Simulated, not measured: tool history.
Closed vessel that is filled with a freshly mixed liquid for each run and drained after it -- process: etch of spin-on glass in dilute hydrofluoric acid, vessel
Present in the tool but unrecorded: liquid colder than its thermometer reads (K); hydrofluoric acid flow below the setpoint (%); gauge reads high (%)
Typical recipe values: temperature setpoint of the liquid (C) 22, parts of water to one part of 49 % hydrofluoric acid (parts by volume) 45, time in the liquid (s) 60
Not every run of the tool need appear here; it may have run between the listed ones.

| run | day | temperature setpoint of the liquid (C) | parts of water to one part of 49 % hydrofluoric acid (parts by volume) | time in the liquid (s) | wafers since the last listed run | hours since the thermometer was replaced | hours since the hydrofluoric acid flow meter was replaced | hours since the gauge calibration | read-back film thickness of the spin-on glass reference wafer, read on the same gauge (nm) | thickness taken off the spin-on glass on a monitor wafer (angstrom) |
|---|---|---|---|---|---|---|---|---|---|---|
| 1 | 0 | 22 | 30 | 50 | 0 | 1227.9 | 1449.2 | 69.3 | 40 | 622.3 |
| 2 | 0.354 | 22 | 30 | 50 | 666 | 1236.4 | 1457.7 | 77.8 | 40 | 620.8 |
| 3 | 0.883 | 22 | 30 | 50 | 995 | 1249.1 | 1470.4 | 90.5 | 40 | 612.5 |
| 4 | 1.221 | 22 | 45 | 60 | 634 | 1257.2 | 1478.5 | 98.6 | 40.01 | 484.8 |
| 5 | 3.279 | 22 | 45 | 60 | 3870 | 1306.6 | 1527.9 | 148 | 40.02 | 482 |
|  | 3.45 | hydrofluoric acid flow meter replaced |
| 6 | 3.85 | 22 | 45 | 60 | 995 | 1320.3 | 9.6 | 161.7 | 40.02 | 554.5 |
| 7 | 4.483 | 22 | 45 | 60 | 1190 | 1335.5 | 24.8 | 176.9 | 40.02 | 550.8 |
|  | 4.721 | thermometer replaced |
| 8 | 4.879 | 22 | 40 | 60 | 666 | 3.8 | 34.3 | 186.4 | 39.99 | 625.1 |
| 9 | 5.458 | 22 | 45 | 60 | 1089 | 17.7 | 48.2 | 200.3 | 40.03 | 557 |
| 10 | 5.75 | 22 | 45 | 60 | 548 | 24.7 | 55.2 | 207.3 | 40 | 553.1 |
| 11 | 6.262 | 18.5 | 45 | 75 | 963 | 37 | 67.5 | 219.6 | 40 | 595.2 |
| 12 | 6.704 | 22 | 35 | 60 | 830 | 47.6 | 78.1 | 230.2 | 39.98 | 721.9 |
| 13 | 7.383 | 25.5 | 25 | 35 | 1277 | 63.9 | 94.4 | 246.5 | 39.99 | 681.8 |
| 14 | 7.654 | 22 | 45 | 75 | 509 | 70.4 | 100.9 | 253 | 40.02 | 689.7 |
|  | 8.1 | gauge calibrated |
| 15 | 8.142 | 25.5 | 30 | 85 | 916 | 82.1 | 112.6 | 1 | 40.03 | 1372.3 |
| 16 | 8.746 | 22 | 45 | 60 | 1136 | 96.6 | 127.1 | 15.5 | 40.03 | 552.4 |
| 17 | 9.408 | 22 | 45 | 30 | 1245 | 112.5 | 143 | 31.4 | 40.01 | 272.7 |
| 18 | 10.117 | 22 | 45 | 60 | 1332 | 129.5 | 160 | 48.4 | 39.99 | 551.6 |
| 19 | 10.45 | 24.5 | 40 | 60 | 626 | 137.5 | 168 | 56.4 | 39.95 | 686.9 |
| 20 | 10.996 | 22 | 50 | 75 | 1026 | 150.6 | 181.1 | 69.5 | 40.02 | 613.3 |

Exercise: give the hidden state of the tool at every run:
liquid colder than its thermometer reads (K): 0, the same for each run
gauge reads high (%): 0, the same for each run
H1: hydrofluoric acid flow below the setpoint (%)
| run | H1 |
|---|---|
| 1 | 12.9 |
| 2 | 13 |
| 3 | 13.1 |
| 4 | 13.1 |
| 5 | 13.5 |
| 6 | 1.25 |
| 7 | 1.38 |
| 8 | 1.46 |
| 9 | 1.58 |
| 10 | 1.64 |
| 11 | 1.74 |
| 12 | 1.83 |
| 13 | 1.97 |
| 14 | 2.02 |
| 15 | 2.12 |
| 16 | 2.24 |
| 17 | 2.38 |
| 18 | 2.52 |
| 19 | 2.59 |
| 20 | 2.7 |
